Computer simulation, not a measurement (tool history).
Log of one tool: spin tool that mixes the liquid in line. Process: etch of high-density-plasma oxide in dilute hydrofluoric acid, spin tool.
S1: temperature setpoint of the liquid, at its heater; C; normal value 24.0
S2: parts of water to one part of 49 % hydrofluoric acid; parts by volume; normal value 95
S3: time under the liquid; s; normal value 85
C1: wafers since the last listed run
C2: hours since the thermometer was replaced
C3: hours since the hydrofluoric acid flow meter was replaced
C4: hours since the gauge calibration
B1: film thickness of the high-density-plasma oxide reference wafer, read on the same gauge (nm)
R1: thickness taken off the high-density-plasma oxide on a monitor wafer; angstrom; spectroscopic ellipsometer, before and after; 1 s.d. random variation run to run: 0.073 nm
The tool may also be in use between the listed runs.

| run | hour | S1 | S2 | S3 | C1 | C2 | C3 | C4 | B1 | R1 |
|---|---|---|---|---|---|---|---|---|---|---|
| 1 | 0.0 | 24.0 | 65 | 85 | 0 | 611.2 | 698.0 | 795.3 | 131.05 | 108.0 |
| 2 | 53.9 | 24.0 | 65 | 85 | 397 | 665.1 | 751.9 | 849.2 | 130.87 | 112.4 |
| 3 | 210.6 | 24.0 | 95 | 85 | 1155 | 821.8 | 908.6 | 1005.9 | 130.25 | 72.3 |
| 4 | 256.8 | 24.0 | 95 | 85 | 340 | 868.0 | 954.8 | 1052.1 | 130.16 | 71.9 |
| 5 | 331.6 | 24.0 | 95 | 85 | 551 | 942.8 | 1029.6 | 1126.9 | 129.92 | 72.6 |
| 6 | 434.7 | 24.0 | 95 | 85 | 759 | 1045.9 | 1132.7 | 1230.0 | 129.67 | 73.3 |
| 7 | 597.2 | 24.0 | 95 | 85 | 1197 | 1208.4 | 1295.2 | 1392.5 | 129.40 | 70.6 |
| 8 | 663.8 | 25.5 | 95 | 85 | 490 | 1275.0 | 1361.8 | 1459.1 | 129.24 | 75.6 |
| 9 | 721.1 | 25.5 | 95 | 85 | 422 | 1332.3 | 1419.1 | 1516.4 | 129.20 | 75.2 |
| 10 | 781.1 | 24.0 | 95 | 85 | 442 | 1392.3 | 1479.1 | 1576.4 | 129.17 | 72.4 |
| 11 | 867.4 | 27.5 | 95 | 85 | 636 | 1478.6 | 1565.4 | 1662.7 | 129.03 | 83.2 |
| 12 | 923.6 | 19.0 | 120 | 85 | 414 | 1534.8 | 1621.6 | 1718.9 | 128.97 | 45.2 |
| 13 | 969.8 | 24.0 | 50 | 85 | 340 | 1581.0 | 1667.8 | 1765.1 | 128.91 | 143.5 |
|  | 998.3 | thermometer replaced |
| 14 | 1064.8 | 26.5 | 120 | 85 | 692 | 66.5 | 1762.8 | 1860.1 | 128.86 | 60.5 |
|  | 1086.5 | hydrofluoric acid flow meter replaced |
| 15 | 1103.8 | 21.0 | 65 | 130 | 280 | 105.5 | 17.3 | 1899.1 | 128.78 | 146.5 |
|  | 1179.0 | gauge calibrated |
| 16 | 1197.1 | 24.0 | 125 | 130 | 687 | 198.8 | 110.6 | 18.1 | 139.30 | 86.7 |
| 17 | 1248.1 | 24.0 | 65 | 85 | 375 | 249.8 | 161.6 | 69.1 | 138.51 | 117.0 |
| 18 | 1329.7 | 24.0 | 110 | 100 | 601 | 331.4 | 243.2 | 150.7 | 137.30 | 76.9 |
| 19 | 1414.3 | 24.0 | 95 | 105 | 623 | 416.0 | 327.8 | 235.3 | 136.19 | 93.4 |
| 20 | 1487.6 | 24.0 | 95 | 85 | 540 | 489.3 | 401.1 | 308.6 | 135.43 | 74.0 |
| 21 | 1573.8 | 20.5 | 115 | 130 | 635 | 575.5 | 487.3 | 394.8 | 134.57 | 79.7 |
| 22 | 1671.1 | 20.5 | 115 | 130 | 717 | 672.8 | 584.6 | 492.1 | 133.78 | 79.4 |

Measured less the same run without the tool's hidden state. The same run-to-run variation is in both; the gauge's scatter may not be:
Hidden state at play: liquid colder than its thermometer reads (K); hydrofluoric acid flow below the setpoint (%); gauge reads high (%).
| run | R1 |
|---|---|
| 1 | -7.4 |
| 2 | -7.9 |
| 3 | -5.4 |
| 4 | -5.4 |
| 5 | -5.7 |
| 6 | -5.9 |
| 7 | -5.8 |
| 8 | -6.3 |
| 9 | -6.3 |
| 10 | -6.1 |
| 11 | -7.0 |
| 12 | -3.9 |
| 13 | -12.3 |
| 14 | -5.2 |
| 15 | -12.7 |
| 16 | -0.4 |
| 17 | -1.3 |
| 18 | -1.6 |
| 19 | -2.6 |
| 20 | -2.5 |
| 21 | -3.2 |
| 22 | -3.7 |

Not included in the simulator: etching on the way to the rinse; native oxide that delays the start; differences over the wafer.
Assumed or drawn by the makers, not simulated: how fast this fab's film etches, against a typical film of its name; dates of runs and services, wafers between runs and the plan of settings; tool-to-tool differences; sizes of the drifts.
